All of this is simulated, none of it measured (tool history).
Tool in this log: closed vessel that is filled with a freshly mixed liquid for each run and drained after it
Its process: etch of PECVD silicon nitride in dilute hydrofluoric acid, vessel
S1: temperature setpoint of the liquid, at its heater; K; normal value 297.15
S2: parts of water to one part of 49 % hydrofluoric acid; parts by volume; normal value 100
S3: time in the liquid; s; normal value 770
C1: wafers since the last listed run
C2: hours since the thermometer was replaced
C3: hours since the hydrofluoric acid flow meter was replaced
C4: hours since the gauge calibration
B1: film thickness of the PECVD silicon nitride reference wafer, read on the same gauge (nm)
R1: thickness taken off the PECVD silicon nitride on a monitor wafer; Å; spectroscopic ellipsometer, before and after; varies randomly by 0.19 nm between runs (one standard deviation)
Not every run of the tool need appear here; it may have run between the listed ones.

run,day,S1,S2,S3,C1,C2,C3,C4,B1,R1
1,0,297.15,80,770,0,1282,1178.5,5.6,40,357.8
# day 0.042: thermometer replaced
2,1.421,297.15,140,770,1806,33.1,1212.6,39.7,40.02,217.7
3,2.067,297.15,140,770,845,48.6,1228.1,55.2,39.98,219.8
4,3.075,297.15,140,770,1320,72.8,1252.3,79.4,40.01,217.6
5,3.775,297.15,100,770,916,89.6,1269.1,96.2,39.99,305.7
6,5.104,297.15,100,770,1740,121.5,1301,128.1,40.02,302
7,6.208,297.15,100,770,1445,148,1327.5,154.6,40.02,306.2
8,7.279,299.15,100,770,1402,173.7,1353.2,180.3,39.98,344.6
9,8.342,297.15,100,625,1391,199.2,1378.7,205.8,40,245.8
10,9,297.15,100,770,862,215,1394.5,221.6,40.01,301.9
11,9.896,297.15,110,770,1173,236.5,1416,243.1,40,278.3
12,11.871,293.15,80,620,2586,283.9,1463.4,290.5,39.99,230.5
13,13.342,297.15,130,770,1926,319.2,1498.7,325.8,39.99,231.9
14,14.208,297.15,65,770,1134,340,1519.5,346.6,40,459.2
15,15.333,297.15,100,770,1473,367,1546.5,373.6,40.01,299.8
16,16.133,300.65,140,1100,1047,386.2,1565.7,392.8,40.04,389.7
17,17.238,297.15,60,770,1445,412.7,1592.2,419.3,40.02,495.3
18,18.033,297.15,135,770,1042,431.8,1611.3,438.4,39.98,227.5
# day 18.229: hydrofluoric acid flow meter replaced
19,18.967,298.65,135,770,1167,454.2,17.7,460.8,40.02,238.8
20,20.25,294.15,115,1155,1680,485,48.5,491.6,39.99,308.2
21,21.017,293.65,75,450,1003,503.4,66.9,510,40.01,180.4
22,22.483,297.15,100,770,1920,538.6,102.1,545.2,39.98,289.5
23,23.688,297.15,100,770,1576,567.5,131,574.1,40.04,293.3
24,24.588,297.15,100,770,1178,589.1,152.6,595.7,40,290.1
25,26.458,297.15,130,770,2449,634,197.5,640.6,39.97,226.2
26,27.708,300.65,60,770,1636,664,227.5,670.6,39.97,613
27,31.633,297.15,110,770,5139,758.2,321.7,764.8,39.99,264.2
28,32.55,299.15,100,475,1200,780.2,343.7,786.8,40,204.7
29,33.054,297.15,100,770,660,792.3,355.8,798.9,39.98,290.3
30,34.388,297.15,125,410,1746,824.3,387.8,830.9,39.99,123.7
31,35.1,297.15,55,770,933,841.4,404.9,848,40.02,518.3
32,35.808,294.15,75,595,927,858.4,421.9,865,40.02,244

4 ways to go on from here, each from the tool as it stands after run 32. What would each give?
A,35.846,297.15,100,610,49,859.3,422.8,865.9,?,?
B,35.846,297.15,50,520,49,859.3,422.8,865.9,?,?
C,35.846,292.65,100,770,49,859.3,422.8,865.9,?,?
D,35.846,294.15,100,770,49,859.3,422.8,865.9,?,?

run,B1,R1
A,40,226
B,40,380.5
C,40,210.5
D,40,233.2
The same runs, with their run-to-run variation unchanged, on a tool lacking any hidden condition would have given:
run,R1
A,233.9
B,394.3
C,218.3
D,241.7
